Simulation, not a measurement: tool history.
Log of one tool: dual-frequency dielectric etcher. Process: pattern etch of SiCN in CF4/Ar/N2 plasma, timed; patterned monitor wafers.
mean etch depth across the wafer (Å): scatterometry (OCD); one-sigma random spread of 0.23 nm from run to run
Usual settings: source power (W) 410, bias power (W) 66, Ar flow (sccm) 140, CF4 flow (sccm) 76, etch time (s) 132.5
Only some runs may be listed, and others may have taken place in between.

run	hour	source power (W)	bias power (W)	Ar flow (sccm)	CF4 flow (sccm)	etch time (s)	read-back reference wafer on the same gauge, depth_nm	mean etch depth across the wafer (Å)
1	0	410	66	163	76	132.5	108.5	951
2	38.5	410	66	163	76	132.5	108.6	952
# hour 53.5: Ar flow controller replaced
3	88.6	410	66	130	76	109.5	108.6	821
# hour 108.3: gauge calibrated
4	137	410	66	140	76	132.5	108.6	980
# hour 165.1: upper electrode replaced
5	188.5	410	66	140	76	132.5	108.6	985
6	213.7	410	66	140	76	132.5	108.6	984
# hour 222.9: source power generator calibrated
7	266.6	410	66	140	76	132.5	108.8	1024
8	296	320	66	155	66	132.5	108.6	828
9	329	410	74	140	87	107	108.6	860
10	360.6	410	66	140	76	132.5	108.6	1025
11	385.1	500	51	140	76	150.5	108.5	1286
12	411.7	310	75	154	76	149	108.6	959
# hour 441.5: wet clean of the chamber
13	445.4	410	66	140	76	132.5	108.6	997
14	487.9	310	79	140	76	132.5	108.7	852
# hour 530.8: CF4 flow controller replaced
15	549.5	410	80	140	76	132.5	108.6	1046
16	588.4	310	52	127	91	132.5	108.5	811
# hour 628.3: bias power generator calibrated
17	632.3	410	66	140	59	159.5	108.7	1174
18	793.3	410	58	117	89	132.5	108.6	1034
# hour 831.9: gauge calibrated
19	843.7	410	66	163	76	132.5	108.6	986

For run 20, what comes out?
20	905.3	500	66	140	68	103	?	?

read-back reference wafer on the same gauge, depth_nm: 108.6
mean etch depth across the wafer (Å): 899
Had the tool carried no hidden state, the very same run would have given mean etch depth across the wafer (Å) 884.
